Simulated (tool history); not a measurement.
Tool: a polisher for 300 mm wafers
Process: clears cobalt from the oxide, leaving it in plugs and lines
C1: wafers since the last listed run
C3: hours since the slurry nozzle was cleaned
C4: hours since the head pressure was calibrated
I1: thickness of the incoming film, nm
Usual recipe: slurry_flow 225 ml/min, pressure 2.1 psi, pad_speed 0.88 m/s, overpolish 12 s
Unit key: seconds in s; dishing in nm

Run 1, hour 0: usual settings but pad_speed 1.06 m/s; C1 0; wafers polished on this pad 492; C3 765.5; C4 131.4; I1 147.8. Result: seconds 25.4 s, dishing 48.7 nm.
At hour 16.6: worn pad replaced by a new one.
Run 2, hour 17.1: usual settings; C1 103; wafers polished on this pad 3; C3 782.6; C4 148.5; I1 151.1. Result: seconds 30.8 s, dishing 43 nm.
Run 3, hour 25.3: usual settings; C1 64; wafers polished on this pad 68; C3 790.8; C4 156.7; I1 149.6. Result: seconds 29.8 s, dishing 43.4 nm.
Run 4, hour 41.8: usual settings; C1 130; wafers polished on this pad 199; C3 807.3; C4 173.2; I1 150. Result: seconds 30.3 s, dishing 42.9 nm.
Run 5, hour 52: usual settings; C1 80; wafers polished on this pad 279; C3 817.5; C4 183.4; I1 151.6. Result: seconds 29.8 s, dishing 44.1 nm.
Run 6, hour 87.1: usual settings but overpolish 17 s; C1 277; wafers polished on this pad 557; C3 852.6; C4 218.5; I1 150.3. Result: seconds 29.6 s, dishing 53.2 nm.
At hour 101.9: worn pad replaced by a new one, of another model than before.
Run 7, hour 125.9: usual settings but overpolish 17 s; C1 275; wafers polished on this pad 189; C3 891.4; C4 257.3; I1 152.2. Result: seconds 29.9 s, dishing 52.9 nm.
At hour 127.1: slurry nozzle cleaned.
Run 8, hour 136.9: usual settings but overpolish 17 s; C1 79; wafers polished on this pad 268; C3 9.8; C4 268.3; I1 150.4. Result: seconds 28.7 s, dishing 53.1 nm.
Run 9, hour 144.9: usual settings but slurry_flow 300 ml/min, pressure 1.9 psi, overpolish 18 s; C1 63; wafers polished on this pad 332; C3 17.8; C4 276.3; I1 150.8. Result: seconds 29.5 s, dishing 53.8 nm.
At hour 154.1: head pressure recalibrated.
Run 10, hour 154.5: usual settings but slurry_flow 300 ml/min, pressure 1.9 psi, overpolish 18 s; C1 60; wafers polished on this pad 392; C3 27.4; C4 0.4; I1 147.9. Result: seconds 30.8 s, dishing 53.8 nm.
Run 11, hour 167.1: usual settings but slurry_flow 165 ml/min, pressure 2.6 psi; C1 99; wafers polished on this pad 491; C3 40; C4 13; I1 148.5. Result: seconds 27.8 s, dishing 46 nm.
Run 12, hour 184.4: usual settings but pressure 1.7 psi, pad_speed 1.08 m/s, overpolish 16 s; C1 136; wafers polished on this pad 628; C3 57.3; C4 30.3; I1 148.4. Result: seconds 31.8 s, dishing 49.7 nm.
At hour 190.9: worn pad replaced by a new one.
Run 13, hour 191.4: usual settings; C1 23; wafers polished on this pad 4; C3 64.3; C4 37.3; I1 150. Result: seconds 29.3 s, dishing 42.8 nm.
Run 14, hour 202.2: usual settings but pad_speed 0.74 m/s; C1 85; wafers polished on this pad 89; C3 75.1; C4 48.1; I1 152. Result: seconds 32.2 s, dishing 42 nm.
Run 15, hour 218.5: usual settings but slurry_flow 195 ml/min; C1 128; wafers polished on this pad 218; C3 91.4; C4 64.4; I1 149.9. Result: seconds 30.6 s, dishing 41.6 nm.
Run 16, hour 229: usual settings but slurry_flow 175 ml/min, pressure 2.7 psi, pad_speed 0.64 m/s, overpolish 10 s; C1 82; wafers polished on this pad 301; C3 101.9; C4 74.9; I1 148.1. Result: seconds 30.4 s, dishing 38.5 nm.

For each entry between runs, how does the tool's hidden state at the last listed run before it compare with that at the first listed run after it?
Logged between run 1 and run 2: worn pad replaced by a new one (hour 16.6)
  deviation of the head's pressure from its setpoint, %: 0.966 -> 1.51
  difference, measured minus the result without the unlogged condition, seconds: -0.2 -> -0.5 s; dishing: +0.3 -> +0.3 nm
Logged between run 6 and run 7: worn pad replaced by a new one, of another model than before (hour 101.9)
  deviation of the head's pressure from its setpoint, %: 4.44 -> 6.55
  difference, measured minus the result without the unlogged condition, seconds: -1.3 -> -1.5 s; dishing: +1 -> +1.1 nm
Logged between run 7 and run 8: slurry nozzle cleaned (hour 127.1)
  deviation of the head's pressure from its setpoint, %: 6.55 -> 7.21
  difference, measured minus the result without the unlogged condition, seconds: -1.5 -> -1.5 s; dishing: +1.1 -> +1.3 nm
Logged between run 9 and run 10: head pressure recalibrated (hour 154.1)
  deviation of the head's pressure from its setpoint, %: 7.71 -> 1.73
  difference, measured minus the result without the unlogged condition, seconds: -1.7 -> -0.4 s; dishing: +1.3 -> +0.3 nm
Logged between run 12 and run 13: worn pad replaced by a new one (hour 190.9)
  deviation of the head's pressure from its setpoint, %: 1.83 -> 1.89
  difference, measured minus the result without the unlogged condition, seconds: -0.4 -> -0.4 s; dishing: +0.4 -> +0.4 nm

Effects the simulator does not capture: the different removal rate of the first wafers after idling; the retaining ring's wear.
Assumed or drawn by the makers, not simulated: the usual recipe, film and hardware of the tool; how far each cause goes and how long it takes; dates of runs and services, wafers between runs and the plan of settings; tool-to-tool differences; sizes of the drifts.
